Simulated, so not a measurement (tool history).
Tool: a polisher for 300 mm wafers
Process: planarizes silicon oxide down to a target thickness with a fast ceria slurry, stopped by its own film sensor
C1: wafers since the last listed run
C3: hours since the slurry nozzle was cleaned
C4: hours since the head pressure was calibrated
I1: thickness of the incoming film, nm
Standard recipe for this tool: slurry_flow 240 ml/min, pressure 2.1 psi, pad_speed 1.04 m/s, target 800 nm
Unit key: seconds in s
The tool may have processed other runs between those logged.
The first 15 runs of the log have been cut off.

{"run": 16, "day": 45.783, "slurry_flow": 240, "pressure": 2.1, "pad_speed": 1.04, "target": 1015, "C1": 448, "wafers polished on this pad": 3523, "C3": 194.4, "C4": 311.9, "I1": 1756.9, "seconds": 97.7}
{"day": 49.304, "done": "head pressure recalibrated"}
{"run": 17, "day": 49.558, "slurry_flow": 240, "pressure": 1.8, "pad_speed": 1.26, "target": 683, "C1": 1038, "wafers polished on this pad": 4562, "C3": 285, "C4": 6.1, "I1": 1710.1, "seconds": 121.8}
{"day": 50.442, "done": "worn pad replaced by a new one"}
{"run": 18, "day": 52.533, "slurry_flow": 240, "pressure": 2.1, "pad_speed": 1.04, "target": 800, "C1": 789, "wafers polished on this pad": 588, "C3": 356.4, "C4": 77.5, "I1": 1703.5, "seconds": 100.4}
{"run": 19, "day": 55.283, "slurry_flow": 170, "pressure": 1.6, "pad_speed": 1.04, "target": 800, "C1": 773, "wafers polished on this pad": 1361, "C3": 422.4, "C4": 143.5, "I1": 1712.4, "seconds": 145.3}
{"run": 20, "day": 56.888, "slurry_flow": 240, "pressure": 2.1, "pad_speed": 1.2, "target": 1081, "C1": 451, "wafers polished on this pad": 1812, "C3": 460.9, "C4": 182, "I1": 1715.2, "seconds": 64.5}
{"run": 21, "day": 60.817, "slurry_flow": 240, "pressure": 2.1, "pad_speed": 1.04, "target": 800, "C1": 1105, "wafers polished on this pad": 2917, "C3": 555.2, "C4": 276.3, "I1": 1688.7, "seconds": 115.2}
{"run": 22, "day": 64.083, "slurry_flow": 315, "pressure": 2.7, "pad_speed": 0.88, "target": 502, "C1": 918, "wafers polished on this pad": 3836, "C3": 633.6, "C4": 354.7, "I1": 1720.5, "seconds": 151.8}
{"day": 65.062, "done": "head pressure recalibrated"}
{"run": 23, "day": 67.179, "slurry_flow": 265, "pressure": 1.5, "pad_speed": 1.04, "target": 800, "C1": 847, "wafers polished on this pad": 4683, "C3": 707.9, "C4": 50.8, "I1": 1694.6, "seconds": 158.2}
{"day": 69.662, "done": "worn pad replaced by a new one"}
{"run": 24, "day": 70.512, "slurry_flow": 240, "pressure": 2.1, "pad_speed": 1.3, "target": 800, "C1": 890, "wafers polished on this pad": 238, "C3": 787.9, "C4": 130.8, "I1": 1687.4, "seconds": 80.9}
{"day": 71.412, "done": "slurry nozzle cleaned"}
{"run": 25, "day": 72.204, "slurry_flow": 325, "pressure": 2.8, "pad_speed": 0.86, "target": 512, "C1": 464, "wafers polished on this pad": 702, "C3": 19, "C4": 171.4, "I1": 1698.3, "seconds": 120.8}
{"run": 26, "day": 74.546, "slurry_flow": 170, "pressure": 2.1, "pad_speed": 1.36, "target": 800, "C1": 658, "wafers polished on this pad": 1361, "C3": 75.2, "C4": 227.6, "I1": 1739, "seconds": 91.6}
{"run": 27, "day": 76.146, "slurry_flow": 240, "pressure": 2.1, "pad_speed": 1.04, "target": 800, "C1": 449, "wafers polished on this pad": 1811, "C3": 113.6, "C4": 266, "I1": 1711.3, "seconds": 112.2}
{"run": 28, "day": 77.871, "slurry_flow": 205, "pressure": 2.1, "pad_speed": 0.7, "target": 800, "C1": 485, "wafers polished on this pad": 2296, "C3": 155, "C4": 307.4, "I1": 1742.3, "seconds": 180.1}
{"run": 29, "day": 79.508, "slurry_flow": 240, "pressure": 1.8, "pad_speed": 1.14, "target": 969, "C1": 460, "wafers polished on this pad": 2756, "C3": 194.3, "C4": 346.7, "I1": 1735.9, "seconds": 104.7}
{"day": 85.512, "done": "worn pad replaced by a new one"}
{"day": 86.229, "done": "head pressure recalibrated"}
{"run": 30, "day": 86.867, "slurry_flow": 310, "pressure": 1.9, "pad_speed": 1.04, "target": 598, "C1": 1999, "wafers polished on this pad": 357, "C3": 370.9, "C4": 15.3, "I1": 1718.3, "seconds": 141.6}
{"run": 31, "day": 89.175, "slurry_flow": 240, "pressure": 2.1, "pad_speed": 1.04, "target": 800, "C1": 649, "wafers polished on this pad": 1006, "C3": 426.3, "C4": 70.7, "I1": 1728.7, "seconds": 105.3}
{"run": 32, "day": 92.675, "slurry_flow": 180, "pressure": 2.1, "pad_speed": 1.14, "target": 800, "C1": 984, "wafers polished on this pad": 1991, "C3": 510.3, "C4": 154.7, "I1": 1699.4, "seconds": 102.1}

Each row is a separate what-if for the run after 32, all from the same tool condition, not one after another. Results?
{"run": "A", "day": 92.692, "slurry_flow": 240, "pressure": 2.1, "pad_speed": 1.04, "target": 800, "C1": 4, "wafers polished on this pad": 1995, "C3": 510.7, "C4": 155.1, "I1": 1690.1, "seconds": "?"}
{"run": "B", "day": 92.692, "slurry_flow": 270, "pressure": 2.1, "pad_speed": 1.04, "target": 800, "C1": 4, "wafers polished on this pad": 1995, "C3": 510.7, "C4": 155.1, "I1": 1690.1, "seconds": "?"}
{"run": "C", "day": 92.692, "slurry_flow": 240, "pressure": 2.5, "pad_speed": 1.04, "target": 546, "C1": 4, "wafers polished on this pad": 1995, "C3": 510.7, "C4": 155.1, "I1": 1690.1, "seconds": "?"}

run=A seconds=108.4
run=B seconds=107.1
run=C seconds=117
With the hidden condition removed and each run's random variation left untouched, the same runs would have given:
run=A seconds=96.4
run=B seconds=95.2
run=C seconds=104.1
